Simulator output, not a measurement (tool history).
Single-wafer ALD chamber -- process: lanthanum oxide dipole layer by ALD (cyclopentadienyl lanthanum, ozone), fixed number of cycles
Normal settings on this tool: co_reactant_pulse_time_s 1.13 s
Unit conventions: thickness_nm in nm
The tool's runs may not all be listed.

| run | hour | co_reactant_pulse_time_s | read-back reference wafer on the same gauge, thickness_nm | thickness_nm |
|---|---|---|---|---|
| 1 | 0 | 0.88 | 0.516 | 0.438 |
| 2 | 12 | 0.88 | 0.516 | 0.435 |
| 3 | 35.1 | 1.48 | 0.517 | 0.52 |
| 4 | 53.8 | 1.13 | 0.515 | 0.485 |
| 5 | 76 | 1.13 | 0.516 | 0.483 |
| 6 | 92.5 | 1.13 | 0.516 | 0.484 |
| 7 | 117.2 | 1.13 | 0.515 | 0.479 |
|  | 126.6 | ozone generator serviced |
| 8 | 137.5 | 1.13 | 0.516 | 0.494 |
| 9 | 159.4 | 0.96 | 0.516 | 0.468 |
| 10 | 174.2 | 0.96 | 0.517 | 0.472 |
| 11 | 188.6 | 0.87 | 0.516 | 0.445 |
| 12 | 223.2 | 1.38 | 0.515 | 0.521 |
| 13 | 247 | 1.13 | 0.516 | 0.494 |
|  | 292.8 | thermocouple changed; heater temperature recalibrated |
| 14 | 312.6 | 1.13 | 0.516 | 0.498 |
| 15 | 336.2 | 1.3 | 0.516 | 0.513 |
| 16 | 367 | 1.13 | 0.516 | 0.496 |
| 17 | 395.1 | 1.49 | 0.516 | 0.532 |
| 18 | 427.6 | 1.57 | 0.516 | 0.532 |
| 19 | 447.6 | 1.54 | 0.516 | 0.531 |
|  | 460.1 | gauge calibrated |
| 20 | 470.6 | 0.73 | 0.517 | 0.402 |
| 21 | 484.5 | 0.85 | 0.517 | 0.435 |
|  | 511.3 | showerhead replaced, of another model than before |
| 22 | 511.8 | 0.99 | 0.515 | 0.48 |
| 23 | 536.4 | 1.28 | 0.516 | 0.507 |
| 24 | 556.1 | 1.34 | 0.516 | 0.509 |
| 25 | 591.3 | 0.84 | 0.516 | 0.455 |
| 26 | 622.8 | 1.13 | 0.516 | 0.495 |
| 27 | 646.6 | 1.13 | 0.515 | 0.487 |
| 28 | 681.6 | 1.13 | 0.517 | 0.487 |
| 29 | 702.1 | 1.13 | 0.517 | 0.493 |
| 30 | 735.8 | 1.4 | 0.516 | 0.511 |
| 31 | 770.5 | 1.45 | 0.516 | 0.516 |
|  | 793.8 | ozone generator serviced |
| 32 | 806.3 | 0.7 | 0.516 | 0.447 |
| 33 | 839.7 | 1.37 | 0.517 | 0.515 |
| 34 | 863.7 | 1.5 | 0.516 | 0.52 |

Give the tool's hidden conditions for every run:
wafer temperature above the value expected at the setpoint (K): 0 in every run
gauge reads high (%): 0 in every run
H1: ozone dose above that of a generator just serviced (%)
| run | H1 |
|---|---|
| 1 | -7.79 |
| 2 | -8.04 |
| 3 | -8.53 |
| 4 | -8.94 |
| 5 | -9.44 |
| 6 | -9.82 |
| 7 | -10.4 |
| 8 | -1.24 |
| 9 | -1.26 |
| 10 | -1.28 |
| 11 | -1.3 |
| 12 | -1.39 |
| 13 | -1.48 |
| 14 | -1.81 |
| 15 | -1.97 |
| 16 | -2.2 |
| 17 | -2.44 |
| 18 | -2.74 |
| 19 | -2.95 |
| 20 | -3.2 |
| 21 | -3.37 |
| 22 | -3.7 |
| 23 | -4.03 |
| 24 | -4.3 |
| 25 | -4.82 |
| 26 | -5.33 |
| 27 | -5.73 |
| 28 | -6.35 |
| 29 | -6.74 |
| 30 | -7.4 |
| 31 | -8.12 |
| 32 | -0.543 |
| 33 | -0.576 |
| 34 | -0.622 |

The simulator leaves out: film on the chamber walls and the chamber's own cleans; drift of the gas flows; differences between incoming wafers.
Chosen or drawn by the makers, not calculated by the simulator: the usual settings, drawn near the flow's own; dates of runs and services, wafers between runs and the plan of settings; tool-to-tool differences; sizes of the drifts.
